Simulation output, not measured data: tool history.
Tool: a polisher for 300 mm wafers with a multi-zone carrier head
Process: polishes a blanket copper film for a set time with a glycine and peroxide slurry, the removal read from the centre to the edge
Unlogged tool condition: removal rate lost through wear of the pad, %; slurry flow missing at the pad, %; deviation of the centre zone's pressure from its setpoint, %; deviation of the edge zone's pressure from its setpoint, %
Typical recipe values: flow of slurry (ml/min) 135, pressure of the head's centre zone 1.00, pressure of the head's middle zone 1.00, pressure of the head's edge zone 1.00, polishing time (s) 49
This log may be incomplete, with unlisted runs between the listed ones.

run	hour	flow of slurry (ml/min)	pressure of the head's centre zone	pressure of the head's middle zone	pressure of the head's edge zone	polishing time (s)	wafers since the last listed run	wafers polished on this pad	hours since the slurry nozzle was cleaned	hours since the centre zone pressure was calibrated	hours since the edge zone pressure was calibrated	hours since the carrier head's membrane was replaced	incoming thickness of the incoming film, nm	film removed at the wafer's centre (Å)	film removed at mid-radius (Å)	film removed at the wafer's edge (Å)
1	0.0	115	0.95	1.00	1.00	49	0	269	94.7	878.9	29.9	8.7	942.7	2360	2496	2466
2	17.9	135	1.00	1.00	1.00	49	198	468	112.6	896.8	47.8	26.6	941.9	2466	2528	2471
3	29.0	135	1.00	1.00	1.00	49	123	591	123.7	907.9	58.9	37.7	933.1	2480	2515	2500
4	55.8	135	1.00	1.00	1.00	49	297	888	150.5	934.7	85.7	64.5	942.8	2482	2486	2430
# hour 67.1: worn pad replaced by a new one, repeated, since the last time left the tool worse
5	70.8	115	0.92	1.00	0.95	42	122	40	165.5	949.7	100.7	79.5	944.0	2210	2424	2337
6	82.1	135	1.09	1.00	1.00	38	125	166	176.8	961.0	112.0	90.8	942.5	2409	2236	2183
7	90.7	135	1.00	1.03	1.00	42	95	261	185.4	969.6	120.6	99.4	946.8	2382	2502	2380
8	106.4	165	1.00	1.00	1.00	49	174	436	201.1	985.3	136.3	115.1	935.2	2853	2887	2860
9	114.3	135	1.00	1.00	1.09	55	87	523	209.0	993.2	144.2	123.0	951.3	3071	3156	3215
10	124.0	100	1.00	1.00	1.10	49	107	631	218.7	1002.9	153.9	132.7	943.9	2623	2650	2796
11	140.1	135	1.00	1.00	1.00	65	178	810	234.8	1019.0	170.0	148.8	946.4	3603	3640	3618
# hour 150.8: slurry nozzle cleaned
# hour 153.6: worn pad replaced by a new one
12	154.1	95	1.10	1.09	1.00	49	112	5	3.3	1033.0	184.0	162.8	934.5	2911	2961	2741
13	160.8	150	1.00	1.10	1.00	49	74	79	10.0	1039.7	190.7	169.5	952.5	2944	3174	2857
14	176.5	135	1.09	1.00	1.00	38	174	254	25.7	1055.4	206.4	185.2	940.2	2353	2193	2162
15	185.0	135	1.00	1.00	1.00	49	94	348	34.2	1063.9	214.9	193.7	948.0	2784	2817	2776
# hour 187.4: centre zone pressure recalibrated
16	194.8	135	1.00	1.00	1.00	49	86	435	44.0	7.4	224.7	203.5	951.5	2754	2772	2757
17	205.2	135	1.00	0.92	1.00	49	115	550	54.4	17.8	235.1	213.9	947.5	2737	2594	2750
18	217.0	135	1.00	1.00	1.03	44	131	681	66.2	29.6	246.9	225.7	927.6	2469	2527	2495
19	232.7	135	0.94	1.00	1.00	32	174	855	81.9	45.3	262.6	241.4	941.2	1679	1795	1786
# hour 256.1: worn pad replaced by a new one
20	271.7	135	0.89	0.88	1.00	34	388	172	120.9	84.3	301.6	280.4	946.6	1764	1792	1960
21	286.9	155	1.00	0.94	0.94	49	168	341	136.1	99.5	316.8	295.6	942.7	2915	2758	2749

Below are 5 alternative next runs, each starting from the tool's condition after run 21. Predict each:
A	287.3	135	1.00	1.00	1.00	34	4	346	136.5	99.9	317.2	296.0	939.1	?	?	?
B	287.3	110	1.00	1.04	1.06	33	4	346	136.5	99.9	317.2	296.0	939.1	?	?	?
C	287.3	135	1.00	1.08	1.00	49	4	346	136.5	99.9	317.2	296.0	939.1	?	?	?
D	287.3	135	1.00	1.00	1.03	54	4	346	136.5	99.9	317.2	296.0	939.1	?	?	?
E	287.3	135	1.00	1.03	1.00	49	4	346	136.5	99.9	317.2	296.0	939.1	?	?	?

run	film removed at the wafer's centre (Å)	film removed at mid-radius (Å)	film removed at the wafer's edge (Å)
A	1927	1958	1907
B	1796	1885	1857
C	2779	2983	2746
D	3061	3110	3073
E	2778	2882	2748
With the hidden condition removed and each run's random variation left untouched, the same runs would have given:
run	film removed at the wafer's centre (Å)	film removed at mid-radius (Å)	film removed at the wafer's edge (Å)
A	2019	2051	1998
B	1881	1975	1945
C	2911	3124	2877
D	3206	3257	3219
E	2910	3019	2878

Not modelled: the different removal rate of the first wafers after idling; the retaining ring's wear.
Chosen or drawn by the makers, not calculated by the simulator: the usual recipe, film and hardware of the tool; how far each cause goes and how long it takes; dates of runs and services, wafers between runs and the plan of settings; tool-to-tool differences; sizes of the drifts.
